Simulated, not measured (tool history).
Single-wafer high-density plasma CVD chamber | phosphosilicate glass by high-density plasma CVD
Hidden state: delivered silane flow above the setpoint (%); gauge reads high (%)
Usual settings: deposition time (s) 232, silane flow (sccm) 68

run,day,deposition time (s),silane flow (sccm),wafers since the last listed run,hours since the silane flow controller was replaced,hours since the gauge calibration,"read-back reference wafer on the same gauge, thickness_nm",mean film thickness on the monitor wafer (nm)
1,0.000,232,57,0,1902.7,1209.2,1735.257,1329.092
2,1.508,232,57,190,1938.9,1245.4,1735.210,1322.625
3,5.604,232,68,517,2037.2,1343.7,1731.969,1580.046
4,9.312,232,68,468,2126.2,1432.7,1730.338,1567.013
5,11.971,232,68,335,2190.0,1496.5,1727.766,1573.515
6,19.388,232,68,937,2368.0,1674.5,1721.073,1551.746
7,29.033,232,68,1219,2599.5,1906.0,1708.039,1546.192
8,31.938,206,68,367,2669.2,1975.7,1704.533,1371.327
9,35.088,208,68,398,2744.8,2051.3,1701.246,1386.471
10,38.888,232,68,480,2836.0,2142.5,1695.380,1541.428
11,42.496,232,68,456,2922.6,2229.1,1689.924,1533.482
# day 44.725: silane flow controller replaced
12,45.021,201,68,277,7.1,2289.7,1687.232,1322.982
13,47.350,277,74,294,63.0,2345.6,1684.581,1994.981
14,49.192,210,56,232,107.2,2389.8,1679.970,1140.453
15,50.838,194,68,208,146.7,2429.3,1679.389,1279.060
16,53.238,249,79,303,204.3,2486.9,1675.051,1892.087
# day 54.379: gauge calibrated
17,56.550,197,78,418,283.8,52.1,1769.011,1559.716
18,59.500,232,68,372,354.6,122.9,1771.360,1617.155
19,62.038,277,74,320,415.5,183.8,1770.432,2072.625
20,64.229,200,68,277,468.1,236.4,1768.580,1384.516
21,74.317,269,55,1274,710.2,478.5,1766.427,1501.047
22,83.338,266,74,1140,926.7,695.0,1762.177,1995.765
23,86.829,212,72,441,1010.5,778.8,1762.046,1536.751
24,89.896,232,77,387,1084.1,852.4,1760.647,1812.529
25,92.088,269,55,277,1136.7,905.0,1759.647,1495.834

How the hidden state differs across the entries between the runs, from the last listed run before each to the first after it:
Between runs 11 and 12: silane flow controller replaced (day 44.725)
  gauge reads high (%): -3.95 -> -4.16
  measured less the result without the state, mean film thickness on the monitor wafer (nm): -63.121 -> -57.446
Between runs 16 and 17: gauge calibrated (day 54.379)
  gauge reads high (%): -4.88 -> 0.547
  measured less the result without the state, mean film thickness on the monitor wafer (nm): -97.010 -> +8.483
